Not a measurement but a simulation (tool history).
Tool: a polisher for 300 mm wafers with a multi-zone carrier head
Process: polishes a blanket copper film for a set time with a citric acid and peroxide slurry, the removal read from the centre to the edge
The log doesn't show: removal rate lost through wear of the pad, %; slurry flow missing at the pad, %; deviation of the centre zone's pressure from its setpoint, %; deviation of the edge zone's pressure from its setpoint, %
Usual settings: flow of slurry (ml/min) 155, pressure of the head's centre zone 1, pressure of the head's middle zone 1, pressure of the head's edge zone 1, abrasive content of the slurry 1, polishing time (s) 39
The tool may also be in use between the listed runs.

run     day  flow of slurry (ml/min)  pressure of the head's centre zone  pressure of the head's middle zone  pressure of the head's edge zone  abrasive content of the slurry  polishing time (s)  wafers since the last listed run  wafers polished on this pad  hours since the slurry nozzle was cleaned  hours since the centre zone pressure was calibrated  hours since the edge zone pressure was calibrated  hours since the carrier head's membrane was replaced  incoming thickness of the incoming film, nm  film removed at the wafer's centre (angstrom)  film removed at mid-radius (angstrom)  film removed at the wafer's edge (angstrom)
  1       0                      155                                   1                                 0.9                                 1                               1                  39                                 0                          969                                       39.1                                                767.4                                               13.4                                                  1781                                       1127.7                                            848                                    734                                          798
  2   1.396                      155                                   1                                 0.9                                 1                               1                  39                               313                         1282                                       72.6                                                800.9                                               46.9                                                1814.5                                       1157.2                                            840                                    745                                          778
  3   2.033                      155                                   1                                   1                                 1                               1                  39                               143                         1426                                       87.9                                                816.2                                               62.2                                                1829.8                                         1151                                            852                                    797                                          796
      2.217  -- worn pad replaced by a new one
  4   3.267                      155                                   1                                   1                                 1                               1                  39                               239                          235                                      117.5                                                845.8                                               91.8                                                1859.4                                       1149.9                                            822                                    772                                          804
  5   3.858                      155                                0.95                                1.07                                 1                               1                  39                               132                          368                                      131.7                                                  860                                                106                                                1873.6                                       1127.9                                            789                                    827                                          791
  6   5.238                      135                                   1                                1.06                              0.93                               1                  39                               309                          678                                      164.8                                                893.1                                              139.1                                                1906.7                                         1158                                            817                                    791                                          731
      6.492  -- carrier head's membrane replaced by a new one
  7   7.388                      170                                   1                                   1                              0.89                               1                  34                               436                         1115                                      216.4                                                944.7                                              190.7                                                  21.5                                       1130.2                                            769                                    694                                          660
  8   7.904                      155                                   1                                 1.1                               0.9                            0.85                  39                               116                         1231                                      228.8                                                957.1                                              203.1                                                  33.9                                       1140.1                                            829                                    818                                          730
      8.642  -- worn pad replaced by a new one
  9   9.383                      205                                   1                                   1                                 1                               1                  39                               294                          166                                      264.3                                                992.6                                              238.6                                                  69.4                                       1145.8                                            895                                    831                                          817
      9.467  -- centre zone pressure recalibrated
 10   9.971                      155                                   1                                   1                              1.12                               1                  27                               113                          279                                      278.4                                                 12.1                                              252.7                                                  83.5                                         1137                                            540                                    552                                          573
 11  11.325                      155                                   1                                   1                                 1                               1                  39                               304                          583                                      310.9                                                 44.6                                              285.2                                                   116                                       1146.2                                            773                                    776                                          802
       11.5  -- slurry nozzle cleaned
 12  12.338                      155                                   1                                   1                                 1                             1.2                  39                               218                          802                                       20.1                                                 68.9                                              309.5                                                 140.3                                       1132.1                                            813                                    815                                          821
 13  13.612                      155                                   1                                1.04                                 1                            1.15                  39                               286                         1088                                       50.7                                                 99.5                                              340.1                                                 170.9                                       1161.8                                            798                                    838                                          816
 14  15.096                      155                                   1                                   1                                 1                               1                  39                               333                         1422                                       86.3                                                135.1                                              375.7                                                 206.5                                       1151.2                                            806                                    789                                          786
     15.683  -- worn pad replaced by a new one
 15  16.267                      155                                   1                                   1                                 1                               1                  30                               225                          130                                      114.4                                                163.2                                              403.8                                                 234.6                                       1151.8                                            601                                    609                                          603
 16  17.288                      135                                   1                                   1                                 1                               1                  39                               229                          360                                      138.9                                                187.7                                              428.3                                                 259.1                                       1159.1                                            761                                    760                                          789
 17  18.533                      155                                   1                                   1                                 1                               1                  39                               280                          640                                      168.8                                                217.6                                              458.2                                                   289                                       1136.8                                            809                                    783                                          795
 18  19.638                      155                                0.92                                1.04                                 1                               1                  39                               248                          888                                      195.3                                                244.1                                              484.7                                                 315.5                                       1121.9                                            725                                    803                                          805
     19.733  -- edge zone pressure recalibrated
 19  20.704                      195                                   1                                1.06                              1.09                               1                  51                               221                         1109                                      220.9                                                269.7                                               23.3                                                 341.1                                       1121.9                                           1116                                   1117                                         1109
 20  22.092                      155                                   1                                   1                                 1                            0.85                  39                               311                         1421                                      254.2                                                  303                                               56.6                                                 374.4                                       1142.6                                            745                                    766                                          773
     22.646  -- worn pad replaced by a new one
 21  22.704                      155                                0.93                                   1                                 1                            1.25                  44                               100                           13                                      268.9                                                317.7                                               71.3                                                 389.1                                       1142.7                                            860                                    913                                          945

4 ways to go on from here, each from the tool as it stands after run 21. What would each give?
  A  22.721                      155                                   1                                   1                                 1                               1                  39                                 3                           17                                      269.3                                                318.1                                               71.7                                                 389.5                                       1136.3                                              ?                                      ?                                            ?
  B  22.721                      155                                1.05                                   1                              1.09                            1.25                  39                                 3                           17                                      269.3                                                318.1                                               71.7                                                 389.5                                       1136.3                                              ?                                      ?                                            ?
  C  22.721                      155                                0.96                                   1                                 1                               1                  49                                 3                           17                                      269.3                                                318.1                                               71.7                                                 389.5                                       1136.3                                              ?                                      ?                                            ?
  D  22.721                      155                                0.96                                   1                                 1                               1                  39                                 3                           17                                      269.3                                                318.1                                               71.7                                                 389.5                                       1136.3                                              ?                                      ?                                            ?

run  film removed at the wafer's centre (angstrom)  film removed at mid-radius (angstrom)  film removed at the wafer's edge (angstrom)
  A                                            777                                    776                                          787
  B                                            854                                    812                                          859
  C                                            937                                    976                                          989
  D                                            746                                    777                                          787
Without the tool's hidden state the same runs would have given:
run  film removed at the wafer's centre (angstrom)  film removed at mid-radius (angstrom)  film removed at the wafer's edge (angstrom)
  A                                            775                                    776                                          787
  B                                            852                                    812                                          859
  C                                            935                                    976                                          989
  D                                            744                                    777                                          787
